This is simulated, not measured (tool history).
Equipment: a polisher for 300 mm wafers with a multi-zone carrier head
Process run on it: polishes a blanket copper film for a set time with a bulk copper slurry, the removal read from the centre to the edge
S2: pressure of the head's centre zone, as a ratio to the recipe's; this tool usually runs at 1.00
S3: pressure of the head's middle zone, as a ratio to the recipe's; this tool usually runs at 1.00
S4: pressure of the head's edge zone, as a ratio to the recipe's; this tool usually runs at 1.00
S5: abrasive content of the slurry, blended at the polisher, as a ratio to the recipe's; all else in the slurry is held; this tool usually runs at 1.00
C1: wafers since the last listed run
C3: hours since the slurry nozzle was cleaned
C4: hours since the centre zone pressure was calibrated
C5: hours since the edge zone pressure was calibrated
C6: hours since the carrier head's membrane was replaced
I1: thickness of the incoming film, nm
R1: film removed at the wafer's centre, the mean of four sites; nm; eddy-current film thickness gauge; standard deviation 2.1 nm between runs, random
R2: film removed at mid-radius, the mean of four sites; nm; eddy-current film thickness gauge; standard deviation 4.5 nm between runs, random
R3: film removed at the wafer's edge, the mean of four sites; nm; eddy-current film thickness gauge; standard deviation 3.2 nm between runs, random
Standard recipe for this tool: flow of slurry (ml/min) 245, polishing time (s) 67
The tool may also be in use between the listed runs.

Run 1, hour 0.0: usual settings but polishing time (s) 50; C1 0; wafers polished on this pad 2886; C3 97.8; C4 42.7; C5 35.8; C6 889.9; I1 2098.3. Result: R1 251.0 nm, R2 270.4 nm, R3 258.6 nm.
Run 2, hour 63.1: usual settings; C1 582; wafers polished on this pad 3469; C3 160.9; C4 105.8; C5 98.9; C6 953.0; I1 2091.0. Result: R1 335.7 nm, R2 358.9 nm, R3 346.8 nm.
Run 3, hour 167.4: usual settings but flow of slurry (ml/min) 215, S3 1.08; C1 963; wafers polished on this pad 4432; C3 265.2; C4 210.1; C5 203.2; C6 1057.3; I1 2070.9. Result: R1 326.1 nm, R2 376.7 nm, R3 335.5 nm.
Run 4, hour 195.4: usual settings but S2 1.05, S5 1.25; C1 258; wafers polished on this pad 4691; C3 293.2; C4 238.1; C5 231.2; C6 1085.3; I1 2074.3. Result: R1 359.8 nm, R2 372.4 nm, R3 365.1 nm.
At hour 212.9: worn pad replaced by a new one.
Run 5, hour 230.7: usual settings; C1 289; wafers polished on this pad 164; C3 328.5; C4 273.4; C5 266.5; C6 1120.6; I1 2097.5. Result: R1 330.9 nm, R2 357.4 nm, R3 346.8 nm.
At hour 240.4: carrier head's membrane replaced by a new one.
Run 6, hour 266.4: usual settings but flow of slurry (ml/min) 280, S2 1.11; C1 283; wafers polished on this pad 447; C3 364.2; C4 309.1; C5 302.2; C6 26.0; I1 2091.9. Result: R1 358.7 nm, R2 376.6 nm, R3 352.4 nm.
Run 7, hour 333.9: usual settings but flow of slurry (ml/min) 270, S5 1.20; C1 623; wafers polished on this pad 1071; C3 431.7; C4 376.6; C5 369.7; C6 93.5; I1 2032.6. Result: R1 346.6 nm, R2 375.7 nm, R3 362.9 nm.
Run 8, hour 369.8: usual settings but S4 1.07, S5 1.10, polishing time (s) 86; C1 331; wafers polished on this pad 1403; C3 467.6; C4 412.5; C5 405.6; C6 129.4; I1 2048.7. Result: R1 426.5 nm, R2 468.9 nm, R3 467.8 nm.
Run 9, hour 407.1: usual settings but S2 0.97, S5 1.25; C1 344; wafers polished on this pad 1747; C3 504.9; C4 449.8; C5 442.9; C6 166.7; I1 2107.5. Result: R1 337.0 nm, R2 373.0 nm, R3 361.1 nm.
At hour 416.3: centre zone pressure recalibrated.
Run 10, hour 432.9: usual settings; C1 219; wafers polished on this pad 1967; C3 530.7; C4 16.6; C5 468.7; C6 192.5; I1 2045.9. Result: R1 343.0 nm, R2 355.6 nm, R3 347.0 nm.
Run 11, hour 458.2: usual settings but S2 0.94, S3 1.10, S5 1.10; C1 233; wafers polished on this pad 2201; C3 556.0; C4 41.9; C5 494.0; C6 217.8; I1 2043.4. Result: R1 335.6 nm, R2 388.0 nm, R3 344.4 nm.
Run 12, hour 499.9: usual settings but flow of slurry (ml/min) 175, S2 1.09, S3 1.08; C1 385; wafers polished on this pad 2586; C3 597.7; C4 83.6; C5 535.7; C6 259.5; I1 2055.0. Result: R1 336.9 nm, R2 360.0 nm, R3 325.7 nm.
Run 13, hour 552.5: usual settings but S2 0.94, S3 0.93; C1 485; wafers polished on this pad 3072; C3 650.3; C4 136.2; C5 588.3; C6 312.1; I1 2069.1. Result: R1 316.9 nm, R2 342.9 nm, R3 347.8 nm.
At hour 600.0: edge zone pressure recalibrated.
Run 14, hour 606.6: usual settings but S5 1.10, polishing time (s) 80; C1 481; wafers polished on this pad 3553; C3 704.4; C4 190.3; C5 6.6; C6 366.2; I1 2082.2. Result: R1 408.9 nm, R2 438.8 nm, R3 424.7 nm.
At hour 624.1: slurry nozzle cleaned.
Run 15, hour 674.5: usual settings but polishing time (s) 58; C1 617; wafers polished on this pad 4171; C3 50.4; C4 258.2; C5 74.5; C6 434.1; I1 2083.2. Result: R1 288.0 nm, R2 304.9 nm, R3 295.5 nm.
Run 16, hour 729.7: usual settings but S5 0.80, polishing time (s) 86; C1 509; wafers polished on this pad 4681; C3 105.6; C4 313.4; C5 129.7; C6 489.3; I1 2069.7. Result: R1 400.8 nm, R2 435.3 nm, R3 417.9 nm.
At hour 776.2: worn pad replaced by a new one.
Run 17, hour 794.3: usual settings but S2 1.10; C1 559; wafers polished on this pad 167; C3 170.2; C4 378.0; C5 194.3; C6 553.9; I1 2087.7. Result: R1 353.8 nm, R2 370.6 nm, R3 347.7 nm.
Run 18, hour 849.2: usual settings but polishing time (s) 88; C1 507; wafers polished on this pad 674; C3 225.1; C4 432.9; C5 249.2; C6 608.8; I1 2108.1. Result: R1 430.5 nm, R2 467.1 nm, R3 449.4 nm.
At hour 926.0: centre zone pressure recalibrated.
Run 19, hour 999.8: usual settings but flow of slurry (ml/min) 330, S3 0.94, S4 1.03; C1 1372; wafers polished on this pad 2047; C3 375.7; C4 73.8; C5 399.8; C6 759.4; I1 2042.8. Result: R1 346.7 nm, R2 358.4 nm, R3 363.2 nm.
Run 20, hour 1071.3: usual settings but S2 1.04, S3 1.05, S4 1.12, S5 0.80; C1 660; wafers polished on this pad 2707; C3 447.2; C4 145.3; C5 471.3; C6 830.9; I1 2074.0. Result: R1 325.0 nm, R2 356.9 nm, R3 343.3 nm.

The logged runs with the hidden state left out (each run's random variation unchanged):
The hidden state here: removal rate lost through wear of the pad, %; slurry flow missing at the pad, %; deviation of the centre zone's pressure from its setpoint, %; deviation of the edge zone's pressure from its setpoint, %.
run     R1
  1  253.6
  2  342.8
  3  336.6
  4  372.1
  5  343.0
  6  372.4
  7  360.8
  8  444.5
  9  351.5
 10  345.1
 11  339.5
 12  343.3
 13  325.4
 14  422.1
 15  298.7
 16  417.0
 17  368.9
 18  449.5
 19  353.1
 20  334.3
R2: at most 0.1 nm away from the measurement, every run.
R3 without the hidden state equals the measured value, run for run.
